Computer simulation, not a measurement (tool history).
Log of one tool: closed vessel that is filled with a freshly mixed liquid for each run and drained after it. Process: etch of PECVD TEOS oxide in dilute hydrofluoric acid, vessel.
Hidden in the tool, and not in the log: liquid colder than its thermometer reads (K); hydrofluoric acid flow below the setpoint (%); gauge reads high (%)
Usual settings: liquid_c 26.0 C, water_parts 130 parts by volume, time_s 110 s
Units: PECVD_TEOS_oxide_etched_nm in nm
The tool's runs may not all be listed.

run	hour	liquid_c	water_parts	time_s	wafers since the last listed run	hours since the thermometer was replaced	hours since the hydrofluoric acid flow meter was replaced	hours since the gauge calibration	read-back film thickness of the PECVD TEOS oxide reference wafer, read on the same gauge (nm)	PECVD_TEOS_oxide_etched_nm
1	0.0	26.0	130	110	0	459.9	758.3	1028.5	60.02	11.37
2	50.0	26.0	130	110	6824	509.9	808.3	1078.5	60.01	11.35
# hour 139.5: thermometer replaced
3	143.4	26.0	130	110	12611	3.9	901.7	1171.9	60.02	11.81
4	238.4	28.5	130	110	12966	98.9	996.7	1266.9	60.00	12.86
5	429.6	26.0	180	110	26096	290.1	1187.9	1458.1	60.00	7.90
# hour 531.4: gauge calibrated
# hour 726.2: thermometer replaced
6	730.0	26.0	130	95	40863	3.8	1488.3	198.6	60.00	10.14
7	813.7	26.0	130	95	11423	87.5	1572.0	282.3	59.99	10.15
8	860.7	26.0	130	90	6414	134.5	1619.0	329.3	60.02	9.53
# hour 933.5: hydrofluoric acid flow meter replaced
9	954.0	26.0	130	90	12597	227.8	20.5	422.6	60.00	9.48
10	1045.2	30.5	80	110	12447	319.0	111.7	513.8	59.98	23.81
11	1099.6	24.0	105	55	7424	373.4	166.1	568.2	60.01	6.83
12	1195.1	23.5	180	175	13034	468.9	261.6	663.7	59.99	11.33
# hour 1259.7: thermometer replaced
13	1285.9	26.0	155	110	12256	26.2	352.4	754.5	59.98	9.57
14	1382.9	29.5	190	55	13239	123.2	449.4	851.5	60.01	4.20
15	1443.7	26.0	130	110	8298	184.0	510.2	912.3	59.99	11.57
16	1502.4	24.5	130	70	8011	242.7	568.9	971.0	60.00	6.90
17	1556.3	23.0	100	45	7356	296.6	622.8	1024.9	60.00	5.65
18	1598.3	26.0	130	110	5732	338.6	664.8	1066.9	60.00	11.52

Forecast each of these 3 alternatives for the next run:
A	1599.0	23.0	130	110	95	339.3	665.5	1067.6	?	?
B	1599.0	26.0	85	165	95	339.3	665.5	1067.6	?	?
C	1599.0	21.0	70	110	95	339.3	665.5	1067.6	?	?

run	read-back film thickness of the PECVD TEOS oxide reference wafer, read on the same gauge (nm)	PECVD_TEOS_oxide_etched_nm
A	60.00	10.20
B	60.00	27.80
C	60.00	18.71
Without the tool's hidden state the same runs would have given:
run	PECVD_TEOS_oxide_etched_nm
A	10.46
B	28.53
C	19.22
